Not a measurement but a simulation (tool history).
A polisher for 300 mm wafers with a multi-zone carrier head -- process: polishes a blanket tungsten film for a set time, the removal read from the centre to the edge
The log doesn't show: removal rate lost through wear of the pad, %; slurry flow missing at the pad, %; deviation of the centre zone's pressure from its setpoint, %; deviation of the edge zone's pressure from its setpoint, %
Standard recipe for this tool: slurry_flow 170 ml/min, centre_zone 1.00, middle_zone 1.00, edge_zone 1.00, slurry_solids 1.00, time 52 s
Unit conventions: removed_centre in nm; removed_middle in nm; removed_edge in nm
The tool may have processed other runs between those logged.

run     day  slurry_flow  centre_zone  middle_zone  edge_zone  slurry_solids  time  wafers since the last listed run  wafers polished on this pad  hours since the slurry nozzle was cleaned  hours since the centre zone pressure was calibrated  hours since the edge zone pressure was calibrated  hours since the carrier head's membrane was replaced  incoming thickness of the incoming film, nm  removed_centre  removed_middle  removed_edge
  1   0.000          185         1.00         1.00       1.00           1.00    52                                 0                         3353                                      556.1                                                127.6                                             1337.4                                                  38.9                                       1104.8           406.9           410.8         414.2
  2   2.992          185         1.00         1.00       1.00           1.00    52                               842                         4196                                      627.9                                                199.4                                             1409.2                                                 110.7                                       1117.7           404.2           410.8         409.5
  3   4.325          170         1.03         1.00       1.00           1.00    52                               375                         4572                                      659.9                                                231.4                                             1441.2                                                 142.7                                       1107.4           416.9           401.6         415.6
      5.125  -- worn pad replaced by a new one
      5.542  -- edge zone pressure recalibrated
  4   5.638          170         1.03         1.00       1.00           1.00    52                               299                          120                                      691.4                                                262.9                                                2.3                                                 174.2                                       1093.4           461.9           454.7         469.6
      7.312  -- slurry nozzle cleaned
  5   7.592          135         1.00         1.00       1.06           1.00    52                               538                          659                                        6.7                                                309.8                                               49.2                                                 221.1                                       1099.4           430.2           423.1         444.8
      8.838  -- centre zone pressure recalibrated
  6   9.588          170         1.00         1.00       1.00           1.00    52                               538                         1198                                       54.6                                                 18.0                                               97.1                                                 269.0                                       1106.6           422.7           422.2         425.2
  7  10.992          170         1.00         1.00       1.00           1.00    52                               395                         1593                                       88.3                                                 51.7                                              130.8                                                 302.7                                       1097.9           423.5           418.9         430.8
  8  12.750          225         1.00         1.00       1.00           1.00    52                               495                         2089                                      130.5                                                 93.9                                              173.0                                                 344.9                                       1118.5           443.7           441.5         441.3
  9  16.804          170         1.00         1.00       1.00           1.00    52                              1142                         3231                                      227.8                                                191.2                                              270.3                                                 442.2                                       1100.4           409.4           402.8         420.5
     18.554  -- worn pad replaced by a new one
 10  19.100          170         1.00         1.00       1.00           1.00    64                               599                          153                                      282.9                                                246.3                                              325.4                                                 497.3                                       1112.9           554.4           554.9         573.1
 11  21.375          170         1.00         1.00       1.00           1.00    52                               640                          794                                      337.5                                                300.9                                              380.0                                                 551.9                                       1096.5           436.3           429.5         439.6
 12  23.646          170         1.00         1.00       1.00           1.00    52                               639                         1434                                      392.0                                                355.4                                              434.5                                                 606.4                                       1132.7           422.4           420.4         445.6
 13  24.708          170         1.00         1.00       1.00           0.85    52                               299                         1733                                      417.5                                                380.9                                              460.0                                                 631.9                                       1099.9           399.2           403.3         414.9
 14  26.508          125         1.00         1.00       0.89           1.00    52                               507                         2240                                      460.7                                                424.1                                              503.2                                                 675.1                                       1129.5           387.9           382.3         399.0
     26.700  -- centre zone pressure recalibrated
 15  32.771          170         1.00         1.00       1.00           1.00    52                              1740                         3981                                      611.0                                                145.7                                              653.5                                                 825.4                                       1128.3           394.8           400.0         412.3
     33.521  -- worn pad replaced by a new one
 16  34.383          130         1.10         1.00       1.00           1.00    52                               407                          243                                      649.7                                                184.4                                              692.2                                                 864.1                                       1106.5           451.2           423.8         454.5
 17  36.708          170         1.00         0.92       1.00           1.15    52                               654                          898                                      705.5                                                240.2                                              748.0                                                 919.9                                       1090.4           452.2           412.2         464.1
     37.600  -- slurry nozzle cleaned
 18  38.471          135         1.00         1.00       1.00           0.90    69                               484                         1383                                       20.9                                                282.5                                              790.3                                                 962.2                                       1108.4           510.8           513.3         548.3
 19  40.688          170         1.00         1.00       1.00           1.00    52                               624                         2007                                       74.1                                                335.7                                              843.5                                                1015.4                                       1106.3           398.3           406.4         419.3
 20  42.888          120         1.00         1.00       0.96           0.90    52                               619                         2627                                      126.9                                                388.5                                              896.3                                                1068.2                                       1122.8           367.8           367.7         389.0
     43.254  -- centre zone pressure recalibrated
 21  46.333          170         1.08         1.00       1.00           1.00    60                               947                         3574                                      209.6                                                 73.9                                              979.0                                                1150.9                                       1098.2           477.5           452.6         479.4
 22  48.967          205         1.04         1.00       1.00           1.00    42                               741                         4316                                      272.8                                                137.1                                             1042.2                                                1214.1                                       1116.8           338.4           331.9         333.3

Forecast each of these 3 alternatives for the next run:
  A  48.983          170         1.00         1.00       1.00           1.00    52                                 4                         4321                                      273.2                                                137.5                                             1042.6                                                1214.5                                       1115.0               ?               ?             ?
  B  48.983          120         1.00         1.03       1.00           0.90    52                                 4                         4321                                      273.2                                                137.5                                             1042.6                                                1214.5                                       1115.0               ?               ?             ?
  C  48.983          215         1.00         1.00       1.09           0.90    37                                 4                         4321                                      273.2                                                137.5                                             1042.6                                                1214.5                                       1115.0               ?               ?             ?

run  removed_centre  removed_middle  removed_edge
  A           404.4           404.4         418.1
  B           366.2           378.6         388.6
  C           290.7           289.4         309.6
Had the tool no hidden state, the same runs would have come out as:
run  removed_centre  removed_middle  removed_edge
  A           468.7           468.7         484.6
  B           424.4           438.8         450.5
  C           336.9           335.5         358.8
